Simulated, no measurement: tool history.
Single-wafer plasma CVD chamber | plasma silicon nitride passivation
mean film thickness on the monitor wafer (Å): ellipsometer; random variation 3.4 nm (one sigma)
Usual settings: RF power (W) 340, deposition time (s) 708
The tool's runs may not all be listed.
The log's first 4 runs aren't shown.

run	hour	RF power (W)	deposition time (s)	read-back reference wafer on the same gauge, thickness_nm	mean film thickness on the monitor wafer (Å)
5	264.9	340	708	1010.258	10422.48
6	348.2	340	708	1009.642	10411.63
7	417.1	340	708	1010.439	10373.37
8	478	340	708	1009.347	10418.13
9	551.9	340	708	1010.227	10346.98
10	625	340	708	1010.533	10385.82
11	695.5	340	708	1008.839	10341.06
# hour 784.4: showerhead replaced
12	784.9	340	708	1010.595	10345.18
13	870.3	340	708	1010.169	10260.49
14	952.8	340	708	1010.017	10304.34
15	993.6	340	708	1009.738	10226.67
# hour 995: gauge calibrated
# hour 1071.8: RF generator calibrated
16	1080.7	290	708	1009.844	10109.26
17	1182.1	340	708	1009.85	10483.42
18	1241.7	285	791	1009.226	11151.4
19	1339.6	340	790	1009.975	11780.01
20	1383.8	340	778	1010.34	11555.28
21	1434.4	340	708	1010.362	10550.59
22	1522.4	280	708	1010.663	10003.63
23	1604.3	340	621	1009.451	9236.72
24	1676.6	295	825	1010.01	11804.11
25	1727.5	340	708	1009.995	10542.14
26	1833.6	365	708	1010.967	10741.69
27	1920.8	340	760	1009.183	11338.14
28	2008	300	708	1010.952	10171.85

Run 29 comes next. What will it give?
29	2058	315	612	?	?

read-back reference wafer on the same gauge, thickness_nm: 1009.216
mean film thickness on the monitor wafer (Å): 8918.09
Without the tool's hidden state the same run would have given mean film thickness on the monitor wafer (Å) 8977.11.
